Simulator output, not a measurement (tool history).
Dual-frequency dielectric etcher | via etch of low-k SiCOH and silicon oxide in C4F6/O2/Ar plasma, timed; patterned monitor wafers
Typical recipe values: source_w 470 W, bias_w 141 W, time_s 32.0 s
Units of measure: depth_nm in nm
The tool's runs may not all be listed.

run     day  source_w  bias_w  time_s  read-back reference wafer on the same gauge, depth_nm  depth_nm
  1   0.000       470     141    32.0                                                   60.1      73.3
  2   1.429       470     141    32.0                                                   60.3      73.8
  3   2.533       470     141    35.5                                                   60.2      81.8
  4   5.225       470     131    32.0                                                   60.2      72.7
  5  11.412       470     121    29.0                                                   60.2      65.2
  6  14.221       470     168    24.5                                                   60.2      61.0
     18.488  -- wet clean of the chamber
  7  21.779       470     141    32.0                                                   60.2      72.5
     24.275  -- upper electrode replaced
  8  24.296       470     141    32.0                                                   60.2      73.1
  9  25.988       580     110    26.5                                                   60.2      63.7
 10  27.742       540     119    32.0                                                   60.1      76.3
 11  30.342       550     168    29.5                                                   60.2      78.8
 12  32.896       380     163    28.5                                                   60.2      61.5
 13  33.983       470     141    32.0                                                   60.3      75.0
 14  35.946       410     124    32.0                                                   60.2      67.3
     38.496  -- gauge calibrated
     38.733  -- wet clean of the chamber
 15  38.900       380     153    26.5                                                   60.2      55.0
 16  40.133       470     141    26.0                                                   60.2      59.5
 17  41.292       470     141    32.0                                                   60.2      72.8
 18  42.783       410     141    25.5                                                   60.2      53.9
 19  43.879       470     141    32.0                                                   60.2      74.1
 20  46.042       530     118    32.0                                                   60.2      74.8
 21  47.267       390     132    39.0                                                   60.2      79.3
 22  48.883       390     163    38.0                                                   60.2      82.5
 23  50.342       540     141    40.0                                                   60.2      99.9
 24  51.600       470     152    26.5                                                   60.2      63.5
 25  53.542       410     165    32.0                                                   60.2      72.5
 26  55.588       470     141    32.0                                                   60.1      76.1
 27  58.517       590     156    40.5                                                   60.3     111.8
     59.508  -- bias power generator calibrated
 28  61.379       470     129    32.0                                                   60.2      74.3
 29  62.583       570     141    32.0                                                   60.2      85.5
     63.954  -- wet clean of the chamber
 30  64.375       470     141    32.0                                                   60.2      72.7

Here are 4 independent what-if runs from the current tool condition. What would each one return?
  A  64.392       530     141    32.0                                                      ?         ?
  B  64.392       470     175    26.5                                                      ?         ?
  C  64.392       470     141    26.5                                                      ?         ?
  D  64.392       410     162    40.0                                                      ?         ?

run  read-back reference wafer on the same gauge, depth_nm  depth_nm
  A                                                   60.2      77.4
  B                                                   60.2      63.9
  C                                                   60.2      60.0
  D                                                   60.2      87.3
Stripped of hidden state, with their random variation kept, the same runs would have yielded:
run  depth_nm
  A      77.0
  B      63.7
  C      59.8
  D      86.9
